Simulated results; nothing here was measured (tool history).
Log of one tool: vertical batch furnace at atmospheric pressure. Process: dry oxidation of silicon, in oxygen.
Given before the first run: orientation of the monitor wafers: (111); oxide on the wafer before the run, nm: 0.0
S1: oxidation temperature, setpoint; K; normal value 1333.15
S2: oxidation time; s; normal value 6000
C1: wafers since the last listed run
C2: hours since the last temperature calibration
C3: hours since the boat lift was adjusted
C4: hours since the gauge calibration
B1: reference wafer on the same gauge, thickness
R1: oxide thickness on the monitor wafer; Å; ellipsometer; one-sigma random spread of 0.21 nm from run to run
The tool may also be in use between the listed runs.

run	hour	S1	S2	C1	C2	C3	C4	B1	R1
1	0	1333.15	7080	0	4999.8	3149.6	216.7	158.12	1524.7
2	19.5	1333.15	7080	136	5019.3	3169.1	236.2	158.28	1529.1
3	44.3	1333.15	7080	173	5044.1	3193.9	261	158.48	1532.4
4	67	1333.15	6000	158	5066.8	3216.6	283.7	158.74	1382
# hour 92.5: thermocouples replaced and temperature profile calibrated
5	93	1333.15	6000	13	0.5	3242.6	309.7	159.05	1391.2
6	102.8	1321.15	4860	68	10.3	3252.4	319.5	159.12	1136.2
7	126.9	1321.15	4860	168	34.4	3276.5	343.6	159.47	1141.3
8	139.8	1333.15	6000	90	47.3	3289.4	356.5	159.47	1395.5
# hour 140.2: gauge calibrated
9	161.2	1333.15	7080	149	68.7	3310.8	21	156.88	1513.8
# hour 196.8: boat lift adjusted
10	197.3	1346.15	3330	84	104.8	0.5	57.1	156.91	1027.2
11	203.6	1352.15	3870	44	111.1	6.8	63.4	156.96	1172.8
12	221.6	1344.15	4530	125	129.1	24.8	81.4	157.02	1229.2
13	247.6	1333.15	6000	181	155.1	50.8	107.4	157.05	1369.7
14	259	1333.15	8550	79	166.5	62.2	118.8	157.1	1697.7
15	279.7	1314.15	8430	144	187.2	82.9	139.5	157.19	1516.6
16	305.2	1333.15	6000	178	212.7	108.4	165	157.42	1369.7

Hidden condition of the tool, last listed run before each entry between runs versus first listed run after:
After run 4, before run 5: thermocouples replaced and temperature profile calibrated (hour 92.5)
  gauge reads high (%): 1.11 -> 1.29
  measured less the result without the state, R1: +15.2 -> +17.7 Å
After run 8, before run 9: gauge calibrated (hour 140.2)
  gauge reads high (%): 1.65 -> -0.0584
  measured less the result without the state, R1: +22.6 -> -0.8 Å
After run 9, before run 10: boat lift adjusted (hour 196.8)
  gauge reads high (%): -0.0584 -> -0.0261
  measured less the result without the state, R1: -0.8 -> -0.3 Å

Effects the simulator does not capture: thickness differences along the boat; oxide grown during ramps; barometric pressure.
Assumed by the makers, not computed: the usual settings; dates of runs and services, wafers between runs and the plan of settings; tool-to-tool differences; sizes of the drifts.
